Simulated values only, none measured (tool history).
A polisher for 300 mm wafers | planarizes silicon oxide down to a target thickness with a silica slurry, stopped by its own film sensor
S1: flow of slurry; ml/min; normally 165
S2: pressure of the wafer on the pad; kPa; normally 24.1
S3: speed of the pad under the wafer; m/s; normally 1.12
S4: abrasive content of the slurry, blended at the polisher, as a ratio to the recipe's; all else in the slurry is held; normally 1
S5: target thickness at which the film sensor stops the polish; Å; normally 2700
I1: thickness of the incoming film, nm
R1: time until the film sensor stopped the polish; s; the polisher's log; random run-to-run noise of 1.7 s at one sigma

{"run": 1, "day": 0.0, "S1": 165, "S2": 24.1, "S3": 1.24, "S4": 1, "S5": 2700, "I1": 549.7, "R1": 116.2}
{"day": 0.221, "done": "worn pad replaced by a new one"}
{"day": 0.904, "done": "conditioning disc replaced and pad reconditioned"}
{"run": 2, "day": 1.492, "S1": 165, "S2": 24.1, "S3": 1.12, "S4": 1, "S5": 2700, "I1": 545.8, "R1": 107.6}
{"run": 3, "day": 2.542, "S1": 165, "S2": 24.1, "S3": 1.12, "S4": 1, "S5": 2700, "I1": 554.7, "R1": 114.6}
{"run": 4, "day": 3.046, "S1": 165, "S2": 24.1, "S3": 1.12, "S4": 1, "S5": 2700, "I1": 545.9, "R1": 109.1}
{"run": 5, "day": 4.029, "S1": 165, "S2": 24.1, "S3": 1.12, "S4": 1, "S5": 2700, "I1": 546.6, "R1": 113.9}
{"run": 6, "day": 5.217, "S1": 165, "S2": 24.1, "S3": 1.12, "S4": 1, "S5": 2970, "I1": 554.8, "R1": 109.3}
{"run": 7, "day": 5.979, "S1": 165, "S2": 24.1, "S3": 1.12, "S4": 1, "S5": 2970, "I1": 543.1, "R1": 104.2}
{"day": 6.888, "done": "worn pad replaced by a new one"}
{"run": 8, "day": 6.908, "S1": 210, "S2": 24.1, "S3": 1.12, "S4": 1, "S5": 2700, "I1": 556.9, "R1": 122.6}
{"day": 7.379, "done": "slurry nozzle cleaned"}
{"run": 9, "day": 7.946, "S1": 165, "S2": 17.9, "S3": 0.94, "S4": 1.2, "S5": 3290, "I1": 558.8, "R1": 141.9}
{"day": 8.254, "done": "conditioning disc replaced and pad reconditioned"}
{"run": 10, "day": 8.75, "S1": 180, "S2": 24.1, "S3": 0.9, "S4": 1, "S5": 2700, "I1": 552.5, "R1": 133.4}
{"day": 8.85, "done": "slurry blender recalibrated"}
{"run": 11, "day": 9.471, "S1": 165, "S2": 24.1, "S3": 1.42, "S4": 1, "S5": 3490, "I1": 550.3, "R1": 65.3}
{"run": 12, "day": 10.921, "S1": 215, "S2": 24.1, "S3": 0.88, "S4": 0.7, "S5": 3160, "I1": 554.8, "R1": 116.4}
{"day": 11.346, "done": "head pressure recalibrated"}
{"run": 13, "day": 12.104, "S1": 140, "S2": 24.1, "S3": 1.12, "S4": 1, "S5": 2700, "I1": 549.4, "R1": 113.1}
{"run": 14, "day": 13.442, "S1": 150, "S2": 24.1, "S3": 1.12, "S4": 0.75, "S5": 2260, "I1": 539.3, "R1": 143.3}
{"day": 14.25, "done": "worn pad replaced by a new one"}
{"run": 15, "day": 14.271, "S1": 165, "S2": 24.1, "S3": 1.12, "S4": 1, "S5": 2700, "I1": 551.2, "R1": 119.7}
{"day": 15.054, "done": "conditioning disc replaced and pad reconditioned"}
{"run": 16, "day": 15.492, "S1": 165, "S2": 17.2, "S3": 1.12, "S4": 1, "S5": 3090, "I1": 546, "R1": 124.9}
{"run": 17, "day": 16.767, "S1": 165, "S2": 24.1, "S3": 1.12, "S4": 1, "S5": 2700, "I1": 549.8, "R1": 111.3}
{"run": 18, "day": 17.346, "S1": 165, "S2": 24.1, "S3": 1.12, "S4": 1, "S5": 2700, "I1": 546.2, "R1": 109.8}
{"run": 19, "day": 17.879, "S1": 165, "S2": 24.1, "S3": 1.12, "S4": 1, "S5": 2070, "I1": 548, "R1": 136.7}
{"run": 20, "day": 18.383, "S1": 165, "S2": 24.1, "S3": 1.12, "S4": 1, "S5": 3670, "I1": 550.8, "R1": 74.4}
{"run": 21, "day": 18.925, "S1": 165, "S2": 24.1, "S3": 1.12, "S4": 1, "S5": 2700, "I1": 550.5, "R1": 114.5}
{"run": 22, "day": 20.046, "S1": 165, "S2": 24.1, "S3": 1.12, "S4": 1, "S5": 2700, "I1": 548.8, "R1": 114}
{"run": 23, "day": 20.629, "S1": 165, "S2": 30.3, "S3": 1.12, "S4": 1, "S5": 2160, "I1": 547.1, "R1": 117.4}
{"run": 24, "day": 21.671, "S1": 165, "S2": 24.1, "S3": 1.12, "S4": 1, "S5": 2700, "I1": 545.4, "R1": 119.1}
{"day": 22.275, "done": "worn pad replaced by a new one"}
{"run": 25, "day": 22.296, "S1": 165, "S2": 24.1, "S3": 1.26, "S4": 1, "S5": 2700, "I1": 549.3, "R1": 114.7}
{"run": 26, "day": 22.946, "S1": 165, "S2": 24.1, "S3": 1.12, "S4": 1.2, "S5": 1910, "I1": 553.8, "R1": 157.1}

Below are 3 alternative next runs, each starting from the tool's condition after run 26. Predict each:
{"run": "A", "day": 22.967, "S1": 165, "S2": 24.1, "S3": 1.12, "S4": 1.1, "S5": 2700, "I1": 546.4, "R1": "?"}
{"run": "B", "day": 22.967, "S1": 220, "S2": 24.1, "S3": 0.84, "S4": 0.75, "S5": 3550, "I1": 546.4, "R1": "?"}
{"run": "C", "day": 22.967, "S1": 140, "S2": 24.1, "S3": 1.42, "S4": 0.7, "S5": 3640, "I1": 546.4, "R1": "?"}

run=A R1=120.3
run=B R1=110
run=C R1=84.8
Stripped of hidden state, with their random variation kept, the same runs would have yielded:
run=A R1=91.3
run=B R1=84.6
run=C R1=61.3
